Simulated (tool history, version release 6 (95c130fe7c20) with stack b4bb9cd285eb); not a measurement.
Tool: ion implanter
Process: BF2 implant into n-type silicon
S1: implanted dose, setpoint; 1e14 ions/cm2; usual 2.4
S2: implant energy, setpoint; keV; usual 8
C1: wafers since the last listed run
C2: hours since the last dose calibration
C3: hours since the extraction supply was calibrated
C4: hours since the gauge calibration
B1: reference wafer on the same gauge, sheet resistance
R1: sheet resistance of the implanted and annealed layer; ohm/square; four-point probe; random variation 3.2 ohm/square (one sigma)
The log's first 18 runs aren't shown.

| run | hour | S1 | S2 | C1 | C2 | C3 | C4 | B1 | R1 |
|---|---|---|---|---|---|---|---|---|---|
| 19 | 478.1 | 2.4 | 8 | 144 | 348.9 | 48.7 | 323.2 | 670.58 | 573.22 |
| 20 | 493.1 | 2.4 | 8 | 172 | 363.9 | 63.7 | 338.2 | 671.34 | 576.31 |
| 21 | 518.1 | 2.4 | 10.5 | 286 | 388.9 | 88.7 | 363.2 | 670.67 | 543.39 |
| 22 | 594.5 | 2.4 | 8 | 876 | 465.3 | 165.1 | 439.6 | 668.57 | 583.58 |
| 23 | 610.5 | 1.83 | 8 | 183 | 481.3 | 181.1 | 455.6 | 671.29 | 713.73 |
| 24 | 631.2 | 2.93 | 6.5 | 237 | 502 | 201.8 | 476.3 | 669.07 | 536.27 |
| 25 | 661.5 | 2.63 | 7 | 347 | 532.3 | 232.1 | 506.6 | 670.09 | 565.45 |
| 26 | 693.3 | 2.4 | 8 | 364 | 564.1 | 263.9 | 538.4 | 670.59 | 576.62 |
| 27 | 723.4 | 2.76 | 6 | 345 | 594.2 | 294 | 568.5 | 669.38 | 575.35 |
| 28 | 757.1 | 2.93 | 10 | 386 | 627.9 | 327.7 | 602.2 | 671.66 | 472.56 |
| 29 | 776.8 | 2.2 | 8 | 226 | 647.6 | 347.4 | 621.9 | 669.07 | 614.56 |
| 30 | 808.4 | 2.88 | 8 | 362 | 679.2 | 379 | 653.5 | 669.15 | 506.89 |
| 31 | 828.3 | 2.4 | 6.5 | 228 | 699.1 | 398.9 | 673.4 | 669.66 | 610.06 |
| 32 | 852.5 | 2.4 | 8 | 277 | 723.3 | 423.1 | 697.6 | 669.84 | 583.89 |
| 33 | 881.3 | 1.8 | 6 | 330 | 752.1 | 451.9 | 726.4 | 669.68 | 777.34 |
| 34 | 899.6 | 2.2 | 8.5 | 210 | 770.4 | 470.2 | 744.7 | 671.13 | 613.13 |
| 35 | 933.8 | 2.72 | 8 | 392 | 804.6 | 504.4 | 778.9 | 670.13 | 525.22 |
| 36 | 961 | 2.76 | 10 | 312 | 831.8 | 531.6 | 806.1 | 669.72 | 498.23 |
| 37 | 994.6 | 2.81 | 9.5 | 385 | 865.4 | 565.2 | 839.7 | 667.91 | 492.88 |

4 ways to go on from here, each from the tool as it stands after run 37. What would each give?
| A | 995 | 2.8 | 8 | 4 | 865.8 | 565.6 | 840.1 | ? | ? |
| B | 995 | 2.1 | 8 | 4 | 865.8 | 565.6 | 840.1 | ? | ? |
| C | 995 | 1.91 | 5.5 | 4 | 865.8 | 565.6 | 840.1 | ? | ? |
| D | 995 | 3.05 | 9 | 4 | 865.8 | 565.6 | 840.1 | ? | ? |

| run | B1 | R1 |
|---|---|---|
| A | 669.37 | 518.69 |
| B | 669.37 | 643.63 |
| C | 669.37 | 758.44 |
| D | 669.37 | 472.83 |
Without the tool's hidden state the same runs would have given:
| run | R1 |
|---|---|
| A | 504.01 |
| B | 623.45 |
| C | 736.97 |
| D | 459.62 |

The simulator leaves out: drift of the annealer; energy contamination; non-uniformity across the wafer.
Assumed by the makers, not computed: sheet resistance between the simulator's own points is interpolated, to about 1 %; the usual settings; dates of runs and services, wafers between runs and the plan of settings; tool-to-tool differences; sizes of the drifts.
